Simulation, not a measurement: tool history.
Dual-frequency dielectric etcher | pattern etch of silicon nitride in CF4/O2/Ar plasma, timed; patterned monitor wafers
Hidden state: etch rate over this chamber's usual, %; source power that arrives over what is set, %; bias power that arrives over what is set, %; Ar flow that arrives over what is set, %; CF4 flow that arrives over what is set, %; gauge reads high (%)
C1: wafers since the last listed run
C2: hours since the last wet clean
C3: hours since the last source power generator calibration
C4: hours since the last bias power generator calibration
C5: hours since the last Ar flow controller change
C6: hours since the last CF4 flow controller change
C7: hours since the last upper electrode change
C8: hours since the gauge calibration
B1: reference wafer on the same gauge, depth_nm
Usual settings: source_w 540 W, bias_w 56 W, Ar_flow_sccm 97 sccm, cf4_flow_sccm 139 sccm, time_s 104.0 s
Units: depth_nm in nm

run 1 hour=0.0 | source_w=540 bias_w=56 Ar_flow_sccm=90 cf4_flow_sccm=139 time_s=125.5 | C1=0 C2=181.3 C3=3099.0 C4=46.7 C5=4132.1 C6=264.7 C7=5604.4 C8=1889.0 | B1=261.3 | depth_nm=279.2
run 2 hour=84.9 | source_w=540 bias_w=56 Ar_flow_sccm=97 cf4_flow_sccm=139 time_s=104.0 | C1=1089 C2=266.2 C3=3183.9 C4=131.6 C5=4217.0 C6=349.6 C7=5689.3 C8=1973.9 | B1=260.5 | depth_nm=231.1
run 3 hour=166.9 | source_w=540 bias_w=56 Ar_flow_sccm=97 cf4_flow_sccm=139 time_s=104.0 | C1=1051 C2=348.2 C3=3265.9 C4=213.6 C5=4299.0 C6=431.6 C7=5771.3 C8=2055.9 | B1=261.0 | depth_nm=228.8
run 4 hour=266.9 | source_w=650 bias_w=65 Ar_flow_sccm=97 cf4_flow_sccm=139 time_s=93.5 | C1=1282 C2=448.2 C3=3365.9 C4=313.6 C5=4399.0 C6=531.6 C7=5871.3 C8=2155.9 | B1=261.2 | depth_nm=250.4
run 5 hour=371.0 | source_w=540 bias_w=56 Ar_flow_sccm=81 cf4_flow_sccm=139 time_s=114.5 | C1=1335 C2=552.3 C3=3470.0 C4=417.7 C5=4503.1 C6=635.7 C7=5975.4 C8=2260.0 | B1=260.7 | depth_nm=258.4
-- hour=402.2 wet clean of the chamber
-- hour=463.1 upper electrode replaced
run 6 hour=463.6 | source_w=540 bias_w=56 Ar_flow_sccm=97 cf4_flow_sccm=139 time_s=104.0 | C1=572 C2=61.4 C3=3562.6 C4=510.3 C5=4595.7 C6=728.3 C7=0.5 C8=2352.6 | B1=260.9 | depth_nm=230.2
run 7 hour=524.3 | source_w=540 bias_w=66 Ar_flow_sccm=115 cf4_flow_sccm=129 time_s=125.0 | C1=778 C2=122.1 C3=3623.3 C4=571.0 C5=4656.4 C6=789.0 C7=61.2 C8=2413.3 | B1=260.7 | depth_nm=276.4
run 8 hour=573.4 | source_w=540 bias_w=56 Ar_flow_sccm=97 cf4_flow_sccm=139 time_s=104.0 | C1=629 C2=171.2 C3=3672.4 C4=620.1 C5=4705.5 C6=838.1 C7=110.3 C8=2462.4 | B1=261.2 | depth_nm=226.6
-- hour=574.2 gauge calibrated
run 9 hour=644.2 | source_w=540 bias_w=56 Ar_flow_sccm=97 cf4_flow_sccm=139 time_s=104.0 | C1=908 C2=242.0 C3=3743.2 C4=690.9 C5=4776.3 C6=908.9 C7=181.1 C8=70.0 | B1=261.4 | depth_nm=229.8
run 10 hour=731.3 | source_w=490 bias_w=56 Ar_flow_sccm=97 cf4_flow_sccm=139 time_s=73.0 | C1=1117 C2=329.1 C3=3830.3 C4=778.0 C5=4863.4 C6=996.0 C7=268.2 C8=157.1 | B1=260.8 | depth_nm=147.7
-- hour=766.3 Ar flow controller replaced
run 11 hour=829.4 | source_w=540 bias_w=68 Ar_flow_sccm=76 cf4_flow_sccm=139 time_s=104.0 | C1=1181 C2=427.2 C3=3928.4 C4=876.1 C5=63.1 C6=1094.1 C7=366.3 C8=255.2 | B1=260.7 | depth_nm=244.6
-- hour=878.9 wet clean of the chamber
run 12 hour=914.7 | source_w=540 bias_w=65 Ar_flow_sccm=97 cf4_flow_sccm=139 time_s=131.0 | C1=786 C2=35.8 C3=4013.7 C4=961.4 C5=148.4 C6=1179.4 C7=451.6 C8=340.5 | B1=261.2 | depth_nm=301.4
-- hour=935.9 source power generator calibrated
run 13 hour=1020.5 | source_w=540 bias_w=56 Ar_flow_sccm=97 cf4_flow_sccm=139 time_s=104.0 | C1=1305 C2=141.6 C3=84.6 C4=1067.2 C5=254.2 C6=1285.2 C7=557.4 C8=446.3 | B1=261.4 | depth_nm=230.3
run 14 hour=1056.9 | source_w=410 bias_w=67 Ar_flow_sccm=97 cf4_flow_sccm=139 time_s=124.5 | C1=466 C2=178.0 C3=121.0 C4=1103.6 C5=290.6 C6=1321.6 C7=593.8 C8=482.7 | B1=261.5 | depth_nm=223.5
run 15 hour=1118.5 | source_w=480 bias_w=56 Ar_flow_sccm=97 cf4_flow_sccm=139 time_s=104.0 | C1=790 C2=239.6 C3=182.6 C4=1165.2 C5=352.2 C6=1383.2 C7=655.4 C8=544.3 | B1=261.5 | depth_nm=205.0
run 16 hour=1207.3 | source_w=540 bias_w=56 Ar_flow_sccm=97 cf4_flow_sccm=118 time_s=104.0 | C1=1139 C2=328.4 C3=271.4 C4=1254.0 C5=441.0 C6=1472.0 C7=744.2 C8=633.1 | B1=260.8 | depth_nm=223.4
run 17 hour=1298.4 | source_w=600 bias_w=56 Ar_flow_sccm=97 cf4_flow_sccm=116 time_s=104.0 | C1=1168 C2=419.5 C3=362.5 C4=1345.1 C5=532.1 C6=1563.1 C7=835.3 C8=724.2 | B1=261.3 | depth_nm=247.9
run 18 hour=1335.7 | source_w=540 bias_w=42 Ar_flow_sccm=82 cf4_flow_sccm=139 time_s=104.0 | C1=478 C2=456.8 C3=399.8 C4=1382.4 C5=569.4 C6=1600.4 C7=872.6 C8=761.5 | B1=260.7 | depth_nm=218.9
run 19 hour=1410.1 | source_w=580 bias_w=47 Ar_flow_sccm=118 cf4_flow_sccm=139 time_s=120.5 | C1=954 C2=531.2 C3=474.2 C4=1456.8 C5=643.8 C6=1674.8 C7=947.0 C8=835.9 | B1=261.4 | depth_nm=264.5
-- hour=1447.3 wet clean of the chamber
run 20 hour=1508.5 | source_w=540 bias_w=52 Ar_flow_sccm=81 cf4_flow_sccm=173 time_s=77.0 | C1=954 C2=61.2 C3=572.6 C4=1555.2 C5=742.2 C6=1773.2 C7=1045.4 C8=934.3 | B1=261.2 | depth_nm=174.6

Hidden state at the last listed run before each entry between runs and at the first one after, where it differs:
Between runs 5 and 6: wet clean of the chamber (hour 402.2); upper electrode replaced (hour 463.1)
  no hidden state differs between the two runs
Between runs 8 and 9: gauge calibrated (hour 574.2)
  no hidden state differs between the two runs
Between runs 10 and 11: Ar flow controller replaced (hour 766.3)
  no hidden state differs between the two runs
Between runs 11 and 12: wet clean of the chamber (hour 878.9)
  no hidden state differs between the two runs
Between runs 12 and 13: source power generator calibrated (hour 935.9)
  no hidden state differs between the two runs
Between runs 19 and 20: wet clean of the chamber (hour 1447.3)
  no hidden state differs between the two runs

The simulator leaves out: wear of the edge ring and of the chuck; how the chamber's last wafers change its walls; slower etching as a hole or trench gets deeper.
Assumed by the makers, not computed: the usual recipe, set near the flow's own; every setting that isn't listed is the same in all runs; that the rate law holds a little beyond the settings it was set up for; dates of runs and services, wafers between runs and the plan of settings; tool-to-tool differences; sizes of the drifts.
